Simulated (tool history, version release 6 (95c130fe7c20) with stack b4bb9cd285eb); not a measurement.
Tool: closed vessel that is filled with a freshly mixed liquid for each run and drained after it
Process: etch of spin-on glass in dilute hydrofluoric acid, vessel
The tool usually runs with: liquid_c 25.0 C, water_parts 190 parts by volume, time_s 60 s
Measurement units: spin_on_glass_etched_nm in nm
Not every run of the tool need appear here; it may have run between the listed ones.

run	hour	liquid_c	water_parts	time_s	wafers since the last listed run	hours since the thermometer was replaced	hours since the hydrofluoric acid flow meter was replaced	hours since the gauge calibration	read-back film thickness of the spin-on glass reference wafer, read on the same gauge (nm)	spin_on_glass_etched_nm
1	0.0	26.5	190	55	0	1685.6	871.0	1609.6	150.01	12.58
2	37.5	25.0	190	60	4851	1723.1	908.5	1647.1	150.00	12.88
3	69.4	25.0	190	60	4126	1755.0	940.4	1679.0	149.99	13.01
4	95.6	25.0	190	60	3389	1781.2	966.6	1705.2	150.00	12.93
5	160.2	25.0	190	60	8356	1845.8	1031.2	1769.8	150.01	12.88
6	204.6	25.0	190	60	5743	1890.2	1075.6	1814.2	150.00	13.11
7	266.6	25.0	190	60	8020	1952.2	1137.6	1876.2	150.01	13.17
8	299.3	25.0	190	60	4230	1984.9	1170.3	1908.9	149.99	12.90
9	334.6	25.0	190	60	4566	2020.2	1205.6	1944.2	150.01	12.98
10	384.6	25.0	190	60	6468	2070.2	1255.6	1994.2	150.00	12.91
11	441.4	25.0	190	85	7347	2127.0	1312.4	2051.0	150.02	18.12
12	575.6	26.5	190	90	17360	2261.2	1446.6	2185.2	149.99	20.27
13	616.4	25.0	110	60	5278	2302.0	1487.4	2226.0	150.01	24.48
14	814.2	25.0	190	60	25588	2499.8	1685.2	2423.8	150.00	12.73
15	843.8	28.5	190	60	3829	2529.4	1714.8	2453.4	150.00	14.56
# hour 864.3: gauge calibrated
# hour 889.0: hydrofluoric acid flow meter replaced
16	909.0	25.0	190	60	8305	2594.6	20.0	44.7	149.99	13.17
17	946.8	25.0	240	50	4889	2632.4	57.8	82.5	149.99	8.25
18	972.3	20.5	285	95	3298	2657.9	83.3	108.0	150.01	10.72
19	1019.2	26.5	190	55	6067	2704.8	130.2	154.9	149.99	12.86
20	1065.4	25.0	190	60	5976	2751.0	176.4	201.1	149.99	13.22
# hour 1091.5: thermometer replaced
21	1093.0	25.0	240	85	3441	1.5	204.0	228.7	150.00	14.21
22	1139.4	25.0	190	60	6002	47.9	250.4	275.1	150.00	13.30
23	1174.7	26.5	155	85	4566	83.2	285.7	310.4	150.01	24.99
24	1296.1	29.5	190	60	15704	204.6	407.1	431.8	150.00	15.74
25	1353.0	25.0	285	35	7360	261.5	464.0	488.7	150.00	4.61
26	1378.2	25.0	190	50	3259	286.7	489.2	513.9	149.99	10.84
27	1412.5	25.0	190	60	4437	321.0	523.5	548.2	150.00	13.04
28	1456.1	25.0	190	60	5640	364.6	567.1	591.8	150.01	12.85
29	1524.0	20.0	160	60	8783	432.5	635.0	659.7	150.00	13.32
30	1572.7	25.0	190	30	6300	481.2	683.7	708.4	150.00	6.58
31	1636.0	25.0	190	60	8188	544.5	747.0	771.7	150.00	13.07
32	1704.7	25.0	190	60	8887	613.2	815.7	840.4	150.01	13.08
33	1768.5	22.0	280	30	8253	677.0	879.5	904.2	149.98	3.58

Hidden state at the last listed run before each entry between runs and at the first one after, where it differs:
Run 15 -> run 16: gauge calibrated (hour 864.3); hydrofluoric acid flow meter replaced (hour 889.0)
  hydrofluoric acid flow below the setpoint (%): 3.21 -> 0.315
  measured result minus the result with no hidden state, spin_on_glass_etched_nm: -0.60 -> -0.05 nm
Run 20 -> run 21: thermometer replaced (hour 1091.5)
  hydrofluoric acid flow below the setpoint (%): 0.607 -> 0.659
  measured result minus the result with no hidden state, spin_on_glass_etched_nm: -0.09 -> -0.12 nm

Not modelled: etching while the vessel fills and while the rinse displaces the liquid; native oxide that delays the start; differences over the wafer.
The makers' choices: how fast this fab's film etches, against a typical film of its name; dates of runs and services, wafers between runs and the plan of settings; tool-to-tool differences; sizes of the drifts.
